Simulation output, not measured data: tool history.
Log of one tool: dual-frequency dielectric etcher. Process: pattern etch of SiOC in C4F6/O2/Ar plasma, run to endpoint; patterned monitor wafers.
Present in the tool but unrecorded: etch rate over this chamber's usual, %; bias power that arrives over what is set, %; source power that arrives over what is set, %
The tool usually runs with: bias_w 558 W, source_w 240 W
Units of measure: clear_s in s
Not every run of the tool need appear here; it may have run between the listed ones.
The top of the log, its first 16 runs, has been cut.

run    hour  bias_w  source_w  wafers since the last listed run  hours since the last wet clean  hours since the last bias power generator calibration  hours since the last source power generator calibration  hours since the last upper electrode change  incoming incoming film thickness, nm  clear_s
 17  1278.8     682       280                              1303                           600.6                                                  865.1                                                    299.6                                       3989.4                                 30.57     10.9
 18  1367.3     558       240                              1099                           689.1                                                  953.6                                                    388.1                                       4077.9                                 30.43     12.2
 19  1438.6     508       240                               886                           760.4                                                 1024.9                                                    459.4                                       4149.2                                 30.56     12.7
     1472.0  -- wet clean of the chamber
 20  1541.1     522       270                               975                            69.1                                                 1127.4                                                    561.9                                       4251.7                                 30.42     12.5
 21  1597.4     558       240                               699                           125.4                                                 1183.7                                                    618.2                                       4308.0                                 30.15     12.5
     1627.9  -- upper electrode replaced
 22  1702.6     558       260                              1009                           230.6                                                 1288.9                                                    723.4                                         74.7                                 29.84     12.0
 23  1777.4     558       270                               929                           305.4                                                 1363.7                                                    798.2                                        149.5                                 30.76     12.2
 24  1843.0     637       190                               815                           371.0                                                 1429.3                                                    863.8                                        215.1                                 30.45     12.6
 25  1900.1     485       240                               709                           428.1                                                 1486.4                                                    920.9                                        272.2                                 30.28     13.1
 26  1990.3     668       220                              1121                           518.3                                                 1576.6                                                   1011.1                                        362.4                                 30.29     11.7
 27  2040.5     558       240                               623                           568.5                                                 1626.8                                                   1061.3                                        412.6                                 30.17     12.2
 28  2129.2     477       260                              1102                           657.2                                                 1715.5                                                   1150.0                                        501.3                                 30.41     12.7
 29  2207.4     615       240                               971                           735.4                                                 1793.7                                                   1228.2                                        579.5                                 30.39     11.8
     2278.0  -- wet clean of the chamber
 30  2278.5     617       210                               585                             0.5                                                 1864.8                                                   1299.3                                        650.6                                 30.10     12.6
 31  2351.8     492       210                               911                            73.8                                                 1938.1                                                   1372.6                                        723.9                                 30.58     13.9
 32  2436.1     648       240                              1047                           158.1                                                 2022.4                                                   1456.9                                        808.2                                 30.62     11.9
 33  2493.1     458       240                               708                           215.1                                                 2079.4                                                   1513.9                                        865.2                                 29.98     13.4
 34  2564.1     558       240                               882                           286.1                                                 2150.4                                                   1584.9                                        936.2                                 30.01     12.3

Here are 5 independent what-if runs from the current tool condition. What would each one return?
  A  2564.5     558       180                                 4                           286.5                                                 2150.8                                                   1585.3                                        936.6                                 30.36        ?
  B  2564.5     593       190                                 4                           286.5                                                 2150.8                                                   1585.3                                        936.6                                 30.36        ?
  C  2564.5     639       190                                 4                           286.5                                                 2150.8                                                   1585.3                                        936.6                                 30.36        ?
  D  2564.5     461       190                                 4                           286.5                                                 2150.8                                                   1585.3                                        936.6                                 30.36        ?
  E  2564.5     696       270                                 4                           286.5                                                 2150.8                                                   1585.3                                        936.6                                 30.36        ?

run  clear_s
  A     13.5
  B     13.0
  C     12.6
  D     14.4
  E     11.0
The same runs, with their run-to-run variation unchanged, on a tool lacking any hidden condition would have given:
run  clear_s
  A     13.6
  B     13.1
  C     12.7
  D     14.5
  E     11.1
